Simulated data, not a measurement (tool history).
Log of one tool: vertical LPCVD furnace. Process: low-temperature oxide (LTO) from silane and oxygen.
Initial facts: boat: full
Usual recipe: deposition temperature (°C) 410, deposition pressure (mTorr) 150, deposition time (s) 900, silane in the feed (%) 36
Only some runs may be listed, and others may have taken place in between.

run	hour	deposition temperature (°C)	deposition pressure (mTorr)	deposition time (s)	silane in the feed (%)	wafers since the last listed run	hours since the last temperature calibration	hours since the pressure gauge was zeroed	hours since the silane flow controller was replaced	hours since the gauge calibration	read-back reference wafer on the same gauge, thickness	film thickness on the monitor wafer in the middle of the boat (nm)
1	0.0	410	150	900	36	0	1825.3	2222.5	7066.2	879.7	80.77	98.24
2	27.9	410	150	900	36	421	1853.2	2250.4	7094.1	907.6	80.86	98.46
3	59.6	410	150	900	31	478	1884.9	2282.1	7125.8	939.3	80.95	80.44
4	90.3	410	150	900	31	463	1915.6	2312.8	7156.5	970.0	81.00	80.75
5	150.5	410	150	900	31	908	1975.8	2373.0	7216.7	1030.2	81.21	81.14
6	210.6	410	150	750	36	907	2035.9	2433.1	7276.8	1090.3	81.42	83.26
7	263.4	410	150	900	36	796	2088.7	2485.9	7329.6	1143.1	81.57	99.56
8	319.6	410	150	900	36	848	2144.9	2542.1	7385.8	1199.3	81.78	99.32
9	355.9	410	150	1140	36	547	2181.2	2578.4	7422.1	1235.6	81.91	126.02
10	389.3	410	150	1140	36	504	2214.6	2611.8	7455.5	1269.0	82.07	126.88
11	431.5	410	150	1140	36	636	2256.8	2654.0	7497.7	1311.2	82.17	126.80
# hour 433.2: gauge calibrated
# hour 466.7: silane flow controller replaced
12	502.6	406	150	900	39	710	2327.9	2725.1	35.9	69.4	79.80	102.82
13	564.5	406	150	900	39	934	2389.8	2787.0	97.8	131.3	79.81	102.05
14	590.3	406	150	900	39	389	2415.6	2812.8	123.6	157.1	79.82	103.18
15	651.8	410	150	900	36	928	2477.1	2874.3	185.1	218.6	79.89	98.00
16	718.7	410	180	900	39	1009	2544.0	2941.2	252.0	285.5	79.89	129.51
17	744.6	417	150	900	36	390	2569.9	2967.1	277.9	311.4	79.95	105.28
# hour 790.4: thermocouples replaced and temperature profile calibrated
18	793.4	410	150	900	36	374	3.0	3015.9	326.7	360.2	80.01	97.57
19	834.8	410	150	900	36	624	44.4	3057.3	368.1	401.6	80.08	97.37

Run 20 has not been measured yet. What should we expect?
20	894.8	410	150	900	36	905	104.4	3117.3	428.1	461.6	?	?

Run 20 gave read-back reference wafer on the same gauge, thickness 80.12, film thickness on the monitor wafer in the middle of the boat (nm) 97.04.
Minus the tool's unlogged condition, the same run would have read film thickness on the monitor wafer in the middle of the boat (nm) 96.02.
